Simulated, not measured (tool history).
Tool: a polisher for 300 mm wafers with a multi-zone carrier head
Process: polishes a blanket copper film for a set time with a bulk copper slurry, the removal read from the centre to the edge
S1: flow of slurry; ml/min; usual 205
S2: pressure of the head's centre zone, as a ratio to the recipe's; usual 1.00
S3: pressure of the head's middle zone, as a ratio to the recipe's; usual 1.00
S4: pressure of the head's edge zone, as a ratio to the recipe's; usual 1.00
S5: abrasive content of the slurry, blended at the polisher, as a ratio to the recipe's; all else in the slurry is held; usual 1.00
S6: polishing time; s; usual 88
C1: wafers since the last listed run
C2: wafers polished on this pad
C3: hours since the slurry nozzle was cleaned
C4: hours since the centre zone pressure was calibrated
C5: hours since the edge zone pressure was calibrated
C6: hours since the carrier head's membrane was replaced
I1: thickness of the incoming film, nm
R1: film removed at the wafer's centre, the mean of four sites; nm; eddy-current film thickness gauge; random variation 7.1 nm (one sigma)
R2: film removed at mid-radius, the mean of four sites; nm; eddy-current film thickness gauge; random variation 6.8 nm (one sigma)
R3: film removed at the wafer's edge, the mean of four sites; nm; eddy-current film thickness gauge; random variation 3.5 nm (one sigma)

Run 1, hour 0.0: usual settings but S3 1.09, S4 1.11; C1 0; C2 570; C3 59.4; C4 948.6; C5 923.3; C6 1203.8; I1 3759.0. Result: R1 484.7 nm, R2 491.7 nm, R3 486.5 nm.
Run 2, hour 12.9: usual settings but S2 1.06, S5 0.85; C1 76; C2 646; C3 72.3; C4 961.5; C5 936.2; C6 1216.7; I1 3800.4. Result: R1 468.9 nm, R2 441.0 nm, R3 439.0 nm.
Run 3, hour 25.8: usual settings but S6 70 s; C1 76; C2 722; C3 85.2; C4 974.4; C5 949.1; C6 1229.6; I1 3781.1. Result: R1 356.6 nm, R2 355.6 nm, R3 357.9 nm.
Run 4, hour 34.0: usual settings but S2 1.10, S5 1.15; C1 48; C2 770; C3 93.4; C4 982.6; C5 957.3; C6 1237.8; I1 3751.5. Result: R1 517.1 nm, R2 453.3 nm, R3 456.8 nm.
Run 5, hour 41.4: usual settings but S1 270 ml/min, S6 101 s; C1 43; C2 814; C3 100.8; C4 990.0; C5 964.7; C6 1245.2; I1 3816.4. Result: R1 539.0 nm, R2 509.9 nm, R3 510.3 nm.
Run 6, hour 52.4: usual settings but S3 0.91, S4 1.09, S5 0.80; C1 64; C2 879; C3 111.8; C4 1001.0; C5 975.7; C6 1256.2; I1 3775.6. Result: R1 419.6 nm, R2 369.3 nm, R3 413.2 nm.
Run 7, hour 65.9: usual settings but S1 250 ml/min, S5 0.90, S6 76 s; C1 79; C2 959; C3 125.3; C4 1014.5; C5 989.2; C6 1269.7; I1 3722.1. Result: R1 368.2 nm, R2 358.4 nm, R3 360.0 nm.
At hour 70.5: worn pad replaced by a new one.
At hour 78.7: edge zone pressure recalibrated.
Run 8, hour 79.7: usual settings but S1 150 ml/min, S2 1.10, S4 1.11; C1 46; C2 42; C3 139.1; C4 1028.3; C5 1.0; C6 1283.5; I1 3764.5. Result: R1 503.6 nm, R2 448.0 nm, R3 484.4 nm.
Run 9, hour 94.2: usual settings; C1 85; C2 128; C3 153.6; C4 1042.8; C5 15.5; C6 1298.0; I1 3788.6. Result: R1 489.1 nm, R2 481.6 nm, R3 478.1 nm.
At hour 103.5: centre zone pressure recalibrated.
Run 10, hour 106.5: usual settings but S5 0.80; C1 60; C2 189; C3 165.9; C4 3.0; C5 27.8; C6 1310.3; I1 3688.2. Result: R1 458.1 nm, R2 462.6 nm, R3 446.1 nm.
Run 11, hour 117.0: usual settings but S4 1.03; C1 62; C2 251; C3 176.4; C4 13.5; C5 38.3; C6 1320.8; I1 3775.3. Result: R1 478.4 nm, R2 479.1 nm, R3 486.0 nm.
Run 12, hour 123.0: usual settings but S1 160 ml/min; C1 35; C2 286; C3 182.4; C4 19.5; C5 44.3; C6 1326.8; I1 3777.2. Result: R1 464.4 nm, R2 451.3 nm, R3 462.2 nm.
At hour 130.1: carrier head's membrane replaced by a new one.
Run 13, hour 134.9: usual settings but S3 1.07, S6 98 s; C1 40; C2 327; C3 194.3; C4 31.4; C5 56.2; C6 4.8; I1 3786.6. Result: R1 530.2 nm, R2 552.8 nm, R3 528.9 nm.
Run 14, hour 148.7: usual settings but S1 260 ml/min, S2 1.06, S4 1.06, S6 104 s; C1 81; C2 408; C3 208.1; C4 45.2; C5 70.0; C6 18.6; I1 3802.9. Result: R1 606.1 nm, R2 570.6 nm, R3 586.7 nm.
Run 15, hour 159.4: usual settings but S3 0.91; C1 63; C2 472; C3 218.8; C4 55.9; C5 80.7; C6 29.3; I1 3798.3. Result: R1 455.9 nm, R2 420.4 nm, R3 467.4 nm.
Run 16, hour 175.3: usual settings but S3 1.06; C1 93; C2 565; C3 234.7; C4 71.8; C5 96.6; C6 45.2; I1 3787.7. Result: R1 473.9 nm, R2 479.4 nm, R3 458.3 nm.
Run 17, hour 185.6: usual settings but S3 1.06, S5 1.10; C1 60; C2 626; C3 245.0; C4 82.1; C5 106.9; C6 55.5; I1 3771.4. Result: R1 473.2 nm, R2 480.5 nm, R3 466.6 nm.

The next listed run, before its measurement:
Run 18, hour 194.7: usual settings but S5 1.25; C1 53; C2 680; C3 254.1; C4 91.2; C5 116.0; C6 64.6; I1 3758.7. Result: R1 ?, R2 ?, R3 ?.

R1: 478.6 nm
R2: 477.9 nm
R3: 477.1 nm
Without the tool's hidden state the same run would have given R1 519.4 nm, R2 518.7 nm, R3 517.8 nm.
